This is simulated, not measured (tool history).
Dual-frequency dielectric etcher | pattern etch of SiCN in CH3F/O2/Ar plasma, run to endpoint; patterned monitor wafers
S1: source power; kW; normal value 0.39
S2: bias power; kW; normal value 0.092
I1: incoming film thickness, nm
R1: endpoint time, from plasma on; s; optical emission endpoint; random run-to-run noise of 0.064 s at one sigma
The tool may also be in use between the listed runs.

Run 1, hour 0: usual settings; I1 6.4. Result: R1 15.6 s.
Run 2, hour 17.1: usual settings; I1 6.41. Result: R1 15.6 s.
Run 3, hour 27.5: usual settings; I1 6.43. Result: R1 15.6 s.
Run 4, hour 33.8: usual settings; I1 6.39. Result: R1 15.5 s.
Run 5, hour 49.2: usual settings but S1 0.42 kW; I1 6.35. Result: R1 14.8 s.
Run 6, hour 61.4: usual settings; I1 6.41. Result: R1 15.5 s.
Run 7, hour 67.5: usual settings; I1 6.41. Result: R1 15.5 s.
Run 8, hour 78.6: usual settings; I1 6.33. Result: R1 15.3 s.
Run 9, hour 92.1: usual settings; I1 6.39. Result: R1 15.5 s.
Run 10, hour 105.9: usual settings but S1 0.36 kW; I1 6.36. Result: R1 16.1 s.
Run 11, hour 120: usual settings but S1 0.36 kW; I1 6.34. Result: R1 16.2 s.
Run 12, hour 128.9: usual settings but S1 0.36 kW; I1 6.32. Result: R1 16 s.
Run 13, hour 146.1: usual settings but S2 0.083 kW; I1 6.4. Result: R1 16 s.
At hour 158.3: bias power generator calibrated.
Run 14, hour 163.7: usual settings but S1 0.45 kW, S2 0.081 kW; I1 6.35. Result: R1 14.6 s.
Run 15, hour 179.8: usual settings; I1 6.4. Result: R1 15.5 s.
Run 16, hour 191.3: usual settings but S1 0.36 kW, S2 0.106 kW; I1 6.35. Result: R1 15.3 s.
At hour 202.7: source power generator calibrated.
Run 17, hour 203.7: usual settings; I1 6.41. Result: R1 15.4 s.
Run 18, hour 210.3: usual settings but S1 0.49 kW, S2 0.107 kW; I1 6.36. Result: R1 12.9 s.
Run 19, hour 217.1: usual settings but S1 0.35 kW, S2 0.074 kW; I1 6.48. Result: R1 17.7 s.
Run 20, hour 227.9: usual settings but S1 0.33 kW, S2 0.075 kW; I1 6.4. Result: R1 18.2 s.
Run 21, hour 238.4: usual settings but S1 0.49 kW, S2 0.074 kW; I1 6.33. Result: R1 14.3 s.
At hour 264.4: wet clean of the chamber.
Run 22, hour 264.9: usual settings but S1 0.43 kW, S2 0.082 kW; I1 6.38. Result: R1 16.5 s.
Run 23, hour 265.2: usual settings but S1 0.3 kW, S2 0.076 kW; I1 6.42. Result: R1 21.2 s.
Run 24, hour 268: usual settings but S1 0.44 kW, S2 0.098 kW; I1 6.29. Result: R1 15.3 s.
At hour 304.8: upper electrode replaced.
Run 25, hour 305.3: usual settings but S1 0.49 kW, S2 0.069 kW; I1 6.38. Result: R1 16 s.
Run 26, hour 305.7: usual settings but S2 0.069 kW; I1 6.38. Result: R1 18.3 s.
Run 27, hour 306: usual settings but S1 0.35 kW, S2 0.104 kW; I1 6.33. Result: R1 17.1 s.
Run 28, hour 312.3: usual settings but S1 0.45 kW; I1 6.41. Result: R1 15.6 s.
Run 29, hour 329.1: usual settings; I1 6.36. Result: R1 16.8 s.
At hour 355.1: wet clean of the chamber, repeated, since the last time left the tool worse.
Run 30, hour 355.6: usual settings but S1 0.32 kW, S2 0.069 kW; I1 6.44. Result: R1 19.4 s.
Run 31, hour 384.4: usual settings; I1 6.43. Result: R1 15.8 s.
Run 32, hour 395.2: usual settings but S1 0.33 kW, S2 0.106 kW; I1 6.41. Result: R1 16.8 s.
Run 33, hour 405.9: usual settings but S1 0.34 kW, S2 0.109 kW; I1 6.47. Result: R1 16.4 s.
Run 34, hour 423.1: usual settings but S2 0.086 kW; I1 6.38. Result: R1 15.9 s.

What if the next run were any one of these 5? Each begins from the tool's condition after run 34:
Run A, hour 423.5: usual settings; I1 6.33. Result: R1 ?.
Run B, hour 423.5: usual settings but S1 0.32 kW, S2 0.109 kW; I1 6.33. Result: R1 ?.
Run C, hour 423.5: usual settings but S1 0.48 kW, S2 0.081 kW; I1 6.33. Result: R1 ?.
Run D, hour 423.5: usual settings but S1 0.46 kW, S2 0.081 kW; I1 6.33. Result: R1 ?.
Run E, hour 423.5: usual settings but S1 0.46 kW, S2 0.069 kW; I1 6.33. Result: R1 ?.

run    R1
  A  15.4
  B  16.6
  C  14.2
  D  14.6
  E  15.2
The same runs, with their run-to-run variation unchanged, on a tool lacking any hidden condition would have given:
run    R1
  A  15.6
  B  16.7
  C  14.4
  D  14.7
  E  15.3
